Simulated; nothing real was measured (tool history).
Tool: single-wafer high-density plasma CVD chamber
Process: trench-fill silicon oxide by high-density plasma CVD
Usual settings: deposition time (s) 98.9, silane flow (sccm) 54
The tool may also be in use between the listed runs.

run     day  deposition time (s)  silane flow (sccm)  wafers since the last listed run  hours since the silane flow controller was replaced  hours since the gauge calibration  read-back reference wafer on the same gauge, thickness_nm  mean film thickness on the monitor wafer (angstrom)
  1       0                105.3                  54                                 0                                               1190.4                              696.2                                                    516.444                                              5902.15
  2   1.146                105.3                  54                               443                                               1217.9                              723.7                                                    515.985                                               5916.3
  3   1.833                105.3                  54                               266                                               1234.4                              740.2                                                    516.301                                              5934.46
  4   3.162                 98.9                  54                               514                                               1266.3                              772.1                                                    515.553                                              5550.98
  5   3.721                 98.9                  54                               216                                               1279.7                              785.5                                                    515.769                                              5559.81
  6   6.925                112.4                  54                              1240                                               1356.6                              862.4                                                    516.201                                              6340.79
  7   8.025                112.4                  54                               425                                                 1383                              888.8                                                    516.072                                              6344.07
     10.733  -- gauge calibrated
  8  11.229                112.4                  54                              1240                                               1459.9                               11.9                                                    515.612                                              6316.53
  9  11.979                 98.9                  54                               290                                               1477.9                               29.9                                                    515.968                                              5512.38
 10    12.9                 98.9                  54                               356                                                 1500                                 52                                                    515.609                                              5512.18
 11  13.817                 98.9                  54                               354                                                 1522                                 74                                                    515.994                                              5533.51
 12  15.133                 98.9                  54                               509                                               1553.6                              105.6                                                    515.851                                              5543.14
 13  15.908                 98.9                  54                               300                                               1572.2                              124.2                                                    516.591                                              5520.71
 14  16.608                 98.9                  54                               271                                                 1589                                141                                                    515.605                                              5524.35
 15  19.658                 98.9                  54                              1180                                               1662.2                              214.2                                                    516.396                                              5500.87
 16  20.729                 94.4                  54                               414                                               1687.9                              239.9                                                    515.969                                              5248.33
 17  21.962                 94.4                  54                               477                                               1717.5                              269.5                                                    516.201                                               5241.2
 18  23.354                 89.5                  61                               538                                               1750.9                              302.9                                                    515.641                                              5641.48
 19  24.242                 89.5                  61                               343                                               1772.2                              324.2                                                    515.555                                              5630.96
 20  25.275                 89.5                  61                               400                                                 1797                                349                                                    515.711                                              5599.39
 21  29.308                 98.9                  54                              1561                                               1893.8                              445.8                                                    515.722                                              5456.39
 22  29.933                 98.9                  54                               242                                               1908.8                              460.8                                                    515.697                                              5476.62
 23  31.242                 98.9                  54                               506                                               1940.2                              492.2                                                    516.564                                              5484.69
 24  32.579                 92.2                  63                               517                                               1972.3                              524.3                                                    515.862                                              5967.86
 25  36.658                 93.7                  54                              1579                                               2070.2                              622.2                                                    515.184                                              5150.48
 26  37.454                 85.8                  48                               308                                               2089.3                              641.3                                                    515.788                                              4210.36
 27  38.192                111.4                  46                               285                                                 2107                                659                                                    516.264                                              5209.37
 28  39.571                 98.9                  54                               534                                               2140.1                              692.1                                                     516.23                                              5465.96
     40.342  -- silane flow controller replaced
 29  40.362                 98.9                  60                               177                                                  0.5                              711.1                                                    516.022                                              6450.04
 30  41.117                 98.9                  54                               292                                                 18.6                              729.2                                                    516.372                                              5806.91
 31   42.25                 79.6                  44                               438                                                 45.8                              756.4                                                     516.44                                              3778.68
 32  43.275                 86.4                  60                               396                                                 70.4                                781                                                    516.074                                              5626.36
 33    43.9                 98.9                  54                               242                                                 85.4                                796                                                    516.017                                              5803.36
 34  44.925                107.6                  59                               396                                                  110                              820.6                                                    515.619                                              6827.01
     45.171  -- gauge calibrated
 35  45.825                 85.8                  45                               348                                                131.6                               15.7                                                    515.938                                              4181.41
 36  47.221                 98.9                  54                               540                                                165.1                               49.2                                                    515.542                                              5750.09
 37  48.367                115.8                  59                               443                                                192.6                               76.7                                                    515.699                                              7355.72
 38      49                 98.9                  54                               245                                                207.8                               91.9                                                    516.157                                              5761.98
 39  49.508                 83.2                  58                               196                                                  220                              104.1                                                    516.049                                              5190.19
 40  50.404                 92.4                  49                               346                                                241.5                              125.6                                                    516.439                                              4891.83
 41  51.233                 83.8                  64                               321                                                261.4                              145.5                                                    515.831                                              5769.35
 42  52.267                 85.8                  48                               400                                                286.2                              170.3                                                    515.857                                              4442.51
 43  53.296                 87.4                  59                               398                                                310.9                                195                                                    516.777                                               5550.7
 44  54.754                110.4                  54                               564                                                345.9                                230                                                    515.533                                              6384.96
 45  57.275                 98.9                  58                               976                                                406.4                              290.5                                                    516.816                                              6174.51
 46  58.017                 93.6                  54                               287                                                424.2                              308.3                                                     515.35                                                 5453

4 ways to go on from here, each from the tool as it stands after run 46. What would each give?
  A  58.033                 98.9                  49                                 6                                                424.6                              308.7                                                          ?                                                    ?
  B  58.033                105.1                  54                                 6                                                424.6                              308.7                                                          ?                                                    ?
  C  58.033                 82.8                  45                                 6                                                424.6                              308.7                                                          ?                                                    ?
  D  58.033                 98.9                  61                                 6                                                424.6                              308.7                                                          ?                                                    ?

run  read-back reference wafer on the same gauge, thickness_nm  mean film thickness on the monitor wafer (angstrom)
  A                                                    515.766                                              5187.65
  B                                                    515.766                                               6075.4
  C                                                    515.766                                              3988.61
  D                                                    515.766                                              6458.09
Without the tool's hidden state the same runs would have given:
run  mean film thickness on the monitor wafer (angstrom)
  A                                              5223.54
  B                                              6117.43
  C                                               4016.2
  D                                              6502.78
